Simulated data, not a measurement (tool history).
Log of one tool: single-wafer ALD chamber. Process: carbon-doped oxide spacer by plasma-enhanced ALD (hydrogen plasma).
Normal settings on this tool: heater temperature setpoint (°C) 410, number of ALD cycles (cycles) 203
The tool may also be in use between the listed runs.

| run | day | heater temperature setpoint (°C) | number of ALD cycles (cycles) | read-back reference wafer on the same gauge, thickness_nm | mean film thickness on the monitor wafer (angstrom) |
|---|---|---|---|---|---|
| 1 | 0 | 400 | 203 | 10.294 | 99.47 |
| 2 | 2.433 | 414 | 203 | 10.292 | 95.49 |
| 3 | 5.521 | 414 | 203 | 10.288 | 95.16 |
| 4 | 9.333 | 414 | 203 | 10.286 | 95.37 |
| 5 | 14.85 | 410 | 189 | 10.289 | 89.55 |
| 6 | 17.042 | 410 | 173 | 10.281 | 82.17 |
| 7 | 21.275 | 410 | 173 | 10.297 | 81.97 |
| 8 | 24.492 | 401 | 203 | 10.295 | 99.24 |
| 9 | 26.842 | 410 | 203 | 10.286 | 96.06 |
| 10 | 30.012 | 410 | 203 | 10.29 | 96.28 |
| 11 | 34.412 | 404 | 193 | 10.284 | 93.32 |
| 12 | 36.304 | 404 | 193 | 10.292 | 93.03 |
| 13 | 38.85 | 404 | 193 | 10.29 | 93.05 |
| 14 | 42.958 | 410 | 203 | 10.287 | 95.91 |
|  | 45.479 | gauge calibrated |
| 15 | 45.683 | 410 | 203 | 10.291 | 96 |
| 16 | 47.208 | 410 | 203 | 10.29 | 95.74 |
| 17 | 51.521 | 417 | 169 | 10.294 | 77.93 |
| 18 | 56.458 | 404 | 193 | 10.3 | 93.1 |
| 19 | 60.033 | 410 | 203 | 10.292 | 95.7 |
| 20 | 61.712 | 398 | 241 | 10.285 | 117.91 |
| 21 | 65.992 | 410 | 167 | 10.294 | 78.64 |
| 22 | 74.283 | 416 | 203 | 10.286 | 93.29 |
| 23 | 77.304 | 410 | 181 | 10.286 | 84.98 |
| 24 | 81.658 | 397 | 237 | 10.292 | 116.29 |
|  | 83.275 | thermocouple changed; heater temperature recalibrated |
| 25 | 84.462 | 406 | 177 | 10.289 | 85.64 |
| 26 | 86.175 | 395 | 220 | 10.287 | 108.53 |
| 27 | 88.838 | 399 | 241 | 10.283 | 119.02 |
| 28 | 92.112 | 410 | 203 | 10.291 | 96.54 |
| 29 | 96.229 | 410 | 203 | 10.291 | 96.67 |
| 30 | 98.746 | 395 | 183 | 10.297 | 90.6 |
| 31 | 101.638 | 410 | 203 | 10.296 | 97.03 |
| 32 | 105.288 | 402 | 218 | 10.283 | 106.38 |
| 33 | 108.538 | 410 | 240 | 10.284 | 114.23 |

4 options for the next run, each taken on its own from the tool as it stands now. Forecast them:
| A | 108.567 | 410 | 203 | ? | ? |
| B | 108.567 | 399 | 220 | ? | ? |
| C | 108.567 | 403 | 178 | ? | ? |
| D | 108.567 | 425 | 238 | ? | ? |

| run | read-back reference wafer on the same gauge, thickness_nm | mean film thickness on the monitor wafer (angstrom) |
|---|---|---|
| A | 10.29 | 96.64 |
| B | 10.29 | 108.37 |
| C | 10.29 | 86.61 |
| D | 10.29 | 107.94 |
With no hidden state in the tool, these same runs would have given:
| run | mean film thickness on the monitor wafer (angstrom) |
|---|---|
| A | 97.27 |
| B | 108.67 |
| C | 87.16 |
| D | 108.67 |
